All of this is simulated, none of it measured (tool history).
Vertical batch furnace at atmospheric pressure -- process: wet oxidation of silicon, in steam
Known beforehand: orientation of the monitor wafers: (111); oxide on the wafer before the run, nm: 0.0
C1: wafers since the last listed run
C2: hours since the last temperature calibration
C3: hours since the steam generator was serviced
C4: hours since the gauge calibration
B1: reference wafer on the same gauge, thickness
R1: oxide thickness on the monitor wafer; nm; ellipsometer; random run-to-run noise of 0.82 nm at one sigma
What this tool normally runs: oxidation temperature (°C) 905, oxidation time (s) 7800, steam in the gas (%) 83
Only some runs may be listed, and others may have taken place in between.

Run 1, hour 0: usual settings; C1 0; C2 1599.7; C3 1912.3; C4 379.8; B1 430.17. Result: R1 391.84 nm.
Run 2, hour 9.4: usual settings but oxidation time (s) 5760; C1 60; C2 1609.1; C3 1921.7; C4 389.2; B1 429.99. Result: R1 313.18 nm.
At hour 15: gauge calibrated.
Run 3, hour 18.2: usual settings but oxidation time (s) 5760; C1 56; C2 1617.9; C3 1930.5; C4 3.2; B1 429.73. Result: R1 312.41 nm.
Run 4, hour 33.5: usual settings but oxidation time (s) 5760; C1 98; C2 1633.2; C3 1945.8; C4 18.5; B1 429.78. Result: R1 314.1 nm.
Run 5, hour 52.7: usual settings; C1 123; C2 1652.4; C3 1965; C4 37.7; B1 429.61. Result: R1 391.03 nm.
Run 6, hour 68.4: usual settings but oxidation time (s) 9480; C1 101; C2 1668.1; C3 1980.7; C4 53.4; B1 430.24. Result: R1 451 nm.
Run 7, hour 79: usual settings but oxidation time (s) 9480; C1 68; C2 1678.7; C3 1991.3; C4 64; B1 430.17. Result: R1 451.59 nm.
Run 8, hour 99.4: usual settings; C1 131; C2 1699.1; C3 2011.7; C4 84.4; B1 430.04. Result: R1 391.64 nm.
Run 9, hour 108.1: usual settings; C1 56; C2 1707.8; C3 2020.4; C4 93.1; B1 429.76. Result: R1 392.67 nm.
Run 10, hour 121.6: usual settings; C1 87; C2 1721.3; C3 2033.9; C4 106.6; B1 429.85. Result: R1 392.19 nm.
Run 11, hour 132: usual settings; C1 67; C2 1731.7; C3 2044.3; C4 117; B1 430.17. Result: R1 392.63 nm.
Run 12, hour 143.1: usual settings but oxidation time (s) 5460; C1 71; C2 1742.8; C3 2055.4; C4 128.1; B1 429.79. Result: R1 301.59 nm.
Run 13, hour 162.3: usual settings but oxidation time (s) 5460; C1 123; C2 1762; C3 2074.6; C4 147.3; B1 430.14. Result: R1 301.36 nm.
Run 14, hour 173.3: usual settings but oxidation time (s) 5460; C1 70; C2 1773; C3 2085.6; C4 158.3; B1 430. Result: R1 301.44 nm.
Run 15, hour 186.3: usual settings; C1 83; C2 1786; C3 2098.6; C4 171.3; B1 430.01. Result: R1 393.18 nm.
Run 16, hour 203.9: usual settings but steam in the gas (%) 75; C1 113; C2 1803.6; C3 2116.2; C4 188.9; B1 430.22. Result: R1 364.28 nm.
Run 17, hour 215.5: usual settings but steam in the gas (%) 75; C1 74; C2 1815.2; C3 2127.8; C4 200.5; B1 429.73. Result: R1 364.78 nm.
Run 18, hour 233.2: usual settings but oxidation temperature (°C) 883, steam in the gas (%) 92; C1 114; C2 1832.9; C3 2145.5; C4 218.2; B1 430.02. Result: R1 339.9 nm.
At hour 263.8: steam generator serviced.
Run 19, hour 264.3: usual settings but oxidation temperature (°C) 881, steam in the gas (%) 77; C1 45; C2 1864; C3 0.5; C4 249.3; B1 429.9. Result: R1 289.25 nm.
Run 20, hour 270.3: usual settings but oxidation temperature (°C) 911, oxidation time (s) 4020, steam in the gas (%) 87; C1 38; C2 1870; C3 6.5; C4 255.3; B1 430.28. Result: R1 262.38 nm.
At hour 300.6: thermocouples replaced and temperature profile calibrated.
Run 21, hour 301.6: usual settings but oxidation temperature (°C) 929, oxidation time (s) 5670; C1 47; C2 1; C3 37.8; C4 286.6; B1 430.04. Result: R1 367.24 nm.
At hour 323.4: gauge calibrated.
Run 22, hour 324.3: usual settings but oxidation time (s) 6570, steam in the gas (%) 78; C1 146; C2 23.7; C3 60.5; C4 0.9; B1 429.82. Result: R1 317.51 nm.
Run 23, hour 346.5: usual settings but oxidation temperature (°C) 891; C1 143; C2 45.9; C3 82.7; C4 23.1; B1 430.25. Result: R1 326.81 nm.
Run 24, hour 366: usual settings but oxidation temperature (°C) 922; C1 125; C2 65.4; C3 102.2; C4 42.6; B1 429.95. Result: R1 435.45 nm.
Run 25, hour 384.1: usual settings but oxidation temperature (°C) 899, oxidation time (s) 6750, steam in the gas (%) 80; C1 116; C2 83.5; C3 120.3; C4 60.7; B1 429.92. Result: R1 309.98 nm.
Run 26, hour 408.5: usual settings; C1 157; C2 107.9; C3 144.7; C4 85.1; B1 429.66. Result: R1 377.86 nm.
Run 27, hour 420.4: usual settings but oxidation temperature (°C) 918, oxidation time (s) 11550, steam in the gas (%) 92; C1 76; C2 119.8; C3 156.6; C4 97; B1 430.11. Result: R1 591.9 nm.
Run 28, hour 443.5: usual settings but steam in the gas (%) 87; C1 149; C2 142.9; C3 179.7; C4 120.1; B1 430.18. Result: R1 389.91 nm.
Run 29, hour 454.4: usual settings; C1 70; C2 153.8; C3 190.6; C4 131; B1 429.77. Result: R1 378.89 nm.
Run 30, hour 466.2: usual settings; C1 76; C2 165.6; C3 202.4; C4 142.8; B1 430.16. Result: R1 379.69 nm.

Hidden state or all else? Some run-to-run changes of R1, split into what the settings, what came in and random variation would give without the hidden state, and what is left for the hidden state (with any gauge scatter that isn't in both results):
Hidden state at play: true tube temperature minus thermocouple reading, K; steam share off its setpoint, % of the setpoint; gauge reads high (%).
Run 14 -> 15: oxidation time (s) 5460 -> 7800. R1 +91.74 nm: hidden state +2.62, all else +89.12.
Run 19 -> 20: oxidation temperature (°C) 881 -> 911, oxidation time (s) 7800 -> 4020, steam in the gas (%) 77 -> 87. R1 -26.87 nm: hidden state -4.12, all else -22.75.
Run 20 -> 21: oxidation temperature (°C) 911 -> 929, oxidation time (s) 4020 -> 5670, steam in the gas (%) 87 -> 83, thermocouples replaced and temperature profile calibrated. R1 +104.86 nm: hidden state -11.5, all else +116.36.
Run 24 -> 25: oxidation temperature (°C) 922 -> 899, oxidation time (s) 7800 -> 6750, steam in the gas (%) 83 -> 80. R1 -125.47 nm: hidden state +0.14, all else -125.61.
Run 26 -> 27: oxidation temperature (°C) 905 -> 918, oxidation time (s) 7800 -> 11550, steam in the gas (%) 83 -> 92. R1 +214.04 nm: hidden state +0.28, all else +213.76.
Run 27 -> 28: oxidation temperature (°C) 918 -> 905, oxidation time (s) 11550 -> 7800, steam in the gas (%) 92 -> 87. R1 -201.99 nm: hidden state +0.02, all else -202.01.
